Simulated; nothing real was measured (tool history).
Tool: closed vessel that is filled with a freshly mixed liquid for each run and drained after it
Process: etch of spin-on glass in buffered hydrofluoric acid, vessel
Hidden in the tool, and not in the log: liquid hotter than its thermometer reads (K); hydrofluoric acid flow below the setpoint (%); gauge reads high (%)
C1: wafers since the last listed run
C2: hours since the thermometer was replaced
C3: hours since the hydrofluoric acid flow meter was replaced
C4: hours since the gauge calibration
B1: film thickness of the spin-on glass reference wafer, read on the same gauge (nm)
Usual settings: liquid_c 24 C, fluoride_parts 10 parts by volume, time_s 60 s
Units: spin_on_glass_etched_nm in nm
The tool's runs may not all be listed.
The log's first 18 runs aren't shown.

Run 19, day 18.392: usual settings but liquid_c 29 C, time_s 85 s; C1 2731; C2 1829.9; C3 2765.5; C4 140; B1 110.02. Result: spin_on_glass_etched_nm 328.05 nm.
At day 18.788: hydrofluoric acid flow meter replaced.
Run 20, day 19.188: usual settings but liquid_c 28 C, fluoride_parts 7 parts by volume; C1 1778; C2 1849; C3 9.6; C4 159.1; B1 110. Result: spin_on_glass_etched_nm 333.01 nm.
Run 21, day 19.975: usual settings but liquid_c 22.5 C, fluoride_parts 6.5 parts by volume, time_s 80 s; C1 1857; C2 1867.9; C3 28.5; C4 178; B1 110.02. Result: spin_on_glass_etched_nm 350.87 nm.
At day 20.238: thermometer replaced.
Run 22, day 20.525: usual settings but liquid_c 21.5 C, fluoride_parts 8.5 parts by volume; C1 1198; C2 6.9; C3 41.7; C4 191.2; B1 109.99. Result: spin_on_glass_etched_nm 178.15 nm.
Run 23, day 21.033: usual settings; C1 1198; C2 19.1; C3 53.9; C4 203.4; B1 110.02. Result: spin_on_glass_etched_nm 179.36 nm.
Run 24, day 21.583: usual settings but liquid_c 26.5 C, fluoride_parts 7.5 parts by volume, time_s 35 s; C1 1297; C2 32.3; C3 67.1; C4 216.6; B1 109.98. Result: spin_on_glass_etched_nm 156.17 nm.
Run 25, day 22.804: usual settings but liquid_c 27 C, time_s 80 s; C1 2879; C2 61.6; C3 96.4; C4 245.9; B1 110.02. Result: spin_on_glass_etched_nm 281.01 nm.
Run 26, day 24.071: usual settings but liquid_c 20 C, fluoride_parts 7 parts by volume, time_s 45 s; C1 2987; C2 92; C3 126.8; C4 276.3; B1 109.99. Result: spin_on_glass_etched_nm 152.48 nm.
Run 27, day 25.025: usual settings but liquid_c 28 C, fluoride_parts 12.5 parts by volume, time_s 85 s; C1 2250; C2 114.9; C3 149.7; C4 299.2; B1 109.98. Result: spin_on_glass_etched_nm 252.74 nm.
Run 28, day 26.138: usual settings; C1 2623; C2 141.6; C3 176.4; C4 325.9; B1 110. Result: spin_on_glass_etched_nm 179.98 nm.
Run 29, day 27.029: usual settings; C1 2102; C2 163; C3 197.8; C4 347.3; B1 110.02. Result: spin_on_glass_etched_nm 179.94 nm.
Run 30, day 27.971: usual settings but liquid_c 22.5 C; C1 2220; C2 185.6; C3 220.4; C4 369.9; B1 109.96. Result: spin_on_glass_etched_nm 166.18 nm.
Run 31, day 28.554: usual settings but liquid_c 26.5 C, fluoride_parts 13 parts by volume; C1 1375; C2 199.6; C3 234.4; C4 383.9; B1 109.96. Result: spin_on_glass_etched_nm 159.72 nm.
Run 32, day 29.108: usual settings but time_s 95 s; C1 1306; C2 212.9; C3 247.7; C4 397.2; B1 110.04. Result: spin_on_glass_etched_nm 287.72 nm.

Run 33 comes next. What will it give?
Run 33, day 31.183: usual settings but liquid_c 27 C, fluoride_parts 7.5 parts by volume; C1 4893; C2 262.7; C3 297.5; C4 447; B1 ?. Result: spin_on_glass_etched_nm ?.

Run 33 gave B1 110.02, spin_on_glass_etched_nm 274.04 nm.
Without the tool's hidden state the same run would have given spin_on_glass_etched_nm 277.24 nm.

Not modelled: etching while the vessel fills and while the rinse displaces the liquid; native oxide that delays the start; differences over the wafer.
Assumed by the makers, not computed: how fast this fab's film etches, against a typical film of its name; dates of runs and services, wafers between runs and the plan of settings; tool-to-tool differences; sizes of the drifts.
